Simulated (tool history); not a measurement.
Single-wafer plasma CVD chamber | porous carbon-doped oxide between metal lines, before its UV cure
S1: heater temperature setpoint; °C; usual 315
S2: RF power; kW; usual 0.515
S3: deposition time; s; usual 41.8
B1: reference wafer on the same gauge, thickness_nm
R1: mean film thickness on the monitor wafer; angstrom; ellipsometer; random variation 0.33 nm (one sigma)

run,day,S1,S2,S3,B1,R1
1,0.000,305,0.515,41.8,216.996,2084.69
2,0.517,315,0.515,41.8,216.995,1969.26
3,0.862,315,0.515,41.8,217.030,1969.08
4,1.325,315,0.515,41.8,217.005,1962.06
5,1.600,315,0.515,41.8,217.029,1964.76
6,2.308,315,0.515,36.4,216.964,1714.43
7,2.812,315,0.515,36.4,216.939,1719.64
# day 3.225: gauge calibrated
8,3.562,315,0.515,36.4,216.965,1714.57
9,3.967,309,0.585,41.8,217.082,2298.26
10,4.571,315,0.515,41.8,217.045,1961.20
# day 5.262: RF generator calibrated
# day 5.354: thermocouple changed; heater temperature recalibrated
# day 5.433: showerhead replaced
11,5.454,315,0.515,41.8,216.946,2204.82
12,5.471,315,0.515,39.4,216.942,2072.76
13,6.096,315,0.465,34.4,217.077,1630.06
14,6.600,308,0.595,41.8,216.932,2614.01
15,7.062,315,0.420,41.8,216.948,1732.17
16,7.783,311,0.595,37.1,217.056,2271.45
17,8.450,323,0.575,46.5,217.060,2558.26

What the log doesn't show, run by run:
gauge reads high (%): 0 in every run
H1: wafer temperature above the value expected at the setpoint (K)
H2: delivered RF power above the setpoint (%)
run,H1,H2
1,5.9,-8.13
2,5.91,-8.14
3,5.92,-8.15
4,5.92,-8.16
5,5.93,-8.16
6,5.94,-8.18
7,5.94,-8.19
8,5.95,-8.2
9,5.96,-8.21
10,5.96,-8.22
11,0.861,-0.103
12,0.866,-0.108
13,1.06,-0.294
14,1.21,-0.442
15,1.34,-0.575
16,1.54,-0.778
17,1.72,-0.961
